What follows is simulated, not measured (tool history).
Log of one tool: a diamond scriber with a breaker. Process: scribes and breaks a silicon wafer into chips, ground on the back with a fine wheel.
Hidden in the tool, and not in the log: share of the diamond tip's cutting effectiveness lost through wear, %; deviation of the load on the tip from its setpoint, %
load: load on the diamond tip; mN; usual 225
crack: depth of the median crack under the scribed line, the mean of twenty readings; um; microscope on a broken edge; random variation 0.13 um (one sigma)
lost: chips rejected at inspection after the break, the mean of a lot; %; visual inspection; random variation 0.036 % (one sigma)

run   hour  load  wafers since the last listed run  hours since the diamond tip was replaced  hours since the load on the tip was calibrated  incoming depth of the damage left on the back of the incoming wafer, um  crack  lost
  1    0.0   225                                 0                                     211.3                                          1256.2                                                                     2.39  13.63  1.54
  2   37.2   225                                57                                     248.5                                          1293.4                                                                     1.97  13.68  1.48
  3   94.7   225                                88                                     306.0                                          1350.9                                                                     2.45  13.35  2.15
  4  194.2   225                               153                                     405.5                                          1450.4                                                                     2.12  12.85  2.86
  5  238.6   192                                68                                     449.9                                          1494.8                                                                     1.54  11.40  6.19
     270.4  -- diamond tip replaced by a new one
  6  296.5   192                                86                                      26.1                                          1552.7                                                                     2.62  12.39  3.61
  7  370.2   225                               113                                      99.8                                          1626.4                                                                     2.24  13.75  1.40
  8  407.5   206                                57                                     137.1                                          1663.7                                                                     1.76  13.12  2.35
  9  491.2   262                               128                                     220.8                                          1747.4                                                                     1.84  14.70  0.72
     560.8  -- load on the tip recalibrated
 10  575.3   205                               126                                     304.9                                            14.5                                                                     1.55  13.31  1.71
 11  660.1   190                               130                                     389.7                                            99.3                                                                     2.56  12.45  3.98
     712.2  -- diamond tip replaced by a new one
 12  712.7   225                                77                                       0.5                                           151.9                                                                     1.63  14.82  0.64
 13  809.6   177                               149                                      97.4                                           248.8                                                                     2.22  12.71  2.88
 14  877.3   170                               104                                     165.1                                           316.5                                                                     2.53  12.35  4.33

Some steps in crack between neighbouring runs. How much of each would the tool show without its hidden state too (settings, what came in, random variation), and how much is left for the hidden state, with any gauge scatter that isn't in both results?
Run 5 -> 6: diamond tip replaced by a new one. crack +0.99 um: hidden state +1.26, all else -0.27.
Run 11 -> 12: load 190 -> 225, diamond tip replaced by a new one. crack +2.37 um: hidden state +0.97, all else +1.40.
